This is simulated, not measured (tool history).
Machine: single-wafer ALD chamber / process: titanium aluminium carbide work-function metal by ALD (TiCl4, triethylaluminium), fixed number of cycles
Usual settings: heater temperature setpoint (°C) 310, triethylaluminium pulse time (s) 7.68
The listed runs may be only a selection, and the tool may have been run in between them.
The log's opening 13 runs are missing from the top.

run	hour	heater temperature setpoint (°C)	triethylaluminium pulse time (s)	wafers since the last listed run	hours since the last thermocouple change	hours since the last triethylaluminium bottle change	hours since the showerhead was replaced	hours since the gauge calibration	read-back reference wafer on the same gauge, thickness_nm	mean film thickness on the monitor wafer (nm)
14	149.4	304	6.72	187	3022.4	27.6	5316.6	577.9	1.66	1.912
15	167.3	314	7.68	326	3040.3	45.5	5334.5	595.8	1.66	2.033
16	182.3	324	5.97	273	3055.3	60.5	5349.5	610.8	1.661	2.006
# hour 194.5: thermocouple changed; heater temperature recalibrated
17	195	297	7.68	85	0.5	73.2	5362.2	623.5	1.659	1.916
18	201.3	301	7.68	114	6.8	79.5	5368.5	629.8	1.66	1.946
# hour 209.6: gauge calibrated
19	216.7	310	7.68	280	22.2	94.9	5383.9	7.1	1.66	2.01
20	229.1	299	9.22	226	34.6	107.3	5396.3	19.5	1.661	1.998
21	238.8	323	8.58	176	44.3	117	5406	29.2	1.661	2.15
22	246	310	7.68	131	51.5	124.2	5413.2	36.4	1.661	2.026
23	256.4	310	7.68	189	61.9	134.6	5423.6	46.8	1.659	2.014
24	273.7	310	7.68	315	79.2	151.9	5440.9	64.1	1.66	2.013
# hour 296.2: showerhead replaced
25	296.7	317	9.06	273	102.2	174.9	0.5	87.1	1.661	2.121
26	302.4	319	7.68	103	107.9	180.6	6.2	92.8	1.661	2.072
27	316.7	322	9.12	260	122.2	194.9	20.5	107.1	1.659	2.144
28	334	303	7.68	315	139.5	212.2	37.8	124.4	1.661	1.964
29	340.5	310	7.68	118	146	218.7	44.3	130.9	1.66	2.012
30	357.7	320	9.67	313	163.2	235.9	61.5	148.1	1.659	2.16
31	367.1	310	7.68	171	172.6	245.3	70.9	157.5	1.662	2.003
32	374.6	298	10.68	136	180.1	252.8	78.4	165	1.659	2.009
33	420.9	316	7.68	843	226.4	299.1	124.7	211.3	1.66	2.05
34	432.4	320	9.14	209	237.9	310.6	136.2	222.8	1.661	2.134

3 ways to go on from here, each from the tool as it stands after run 34. What would each give?
A	432.8	310	7.68	7	238.3	311	136.6	223.2	?	?
B	432.8	310	10.43	7	238.3	311	136.6	223.2	?	?
C	432.8	310	10.07	7	238.3	311	136.6	223.2	?	?

run	read-back reference wafer on the same gauge, thickness_nm	mean film thickness on the monitor wafer (nm)
A	1.66	2.001
B	1.66	2.098
C	1.66	2.09
Stripped of hidden state, with their random variation kept, the same runs would have yielded:
run	mean film thickness on the monitor wafer (nm)
A	2.015
B	2.106
C	2.098

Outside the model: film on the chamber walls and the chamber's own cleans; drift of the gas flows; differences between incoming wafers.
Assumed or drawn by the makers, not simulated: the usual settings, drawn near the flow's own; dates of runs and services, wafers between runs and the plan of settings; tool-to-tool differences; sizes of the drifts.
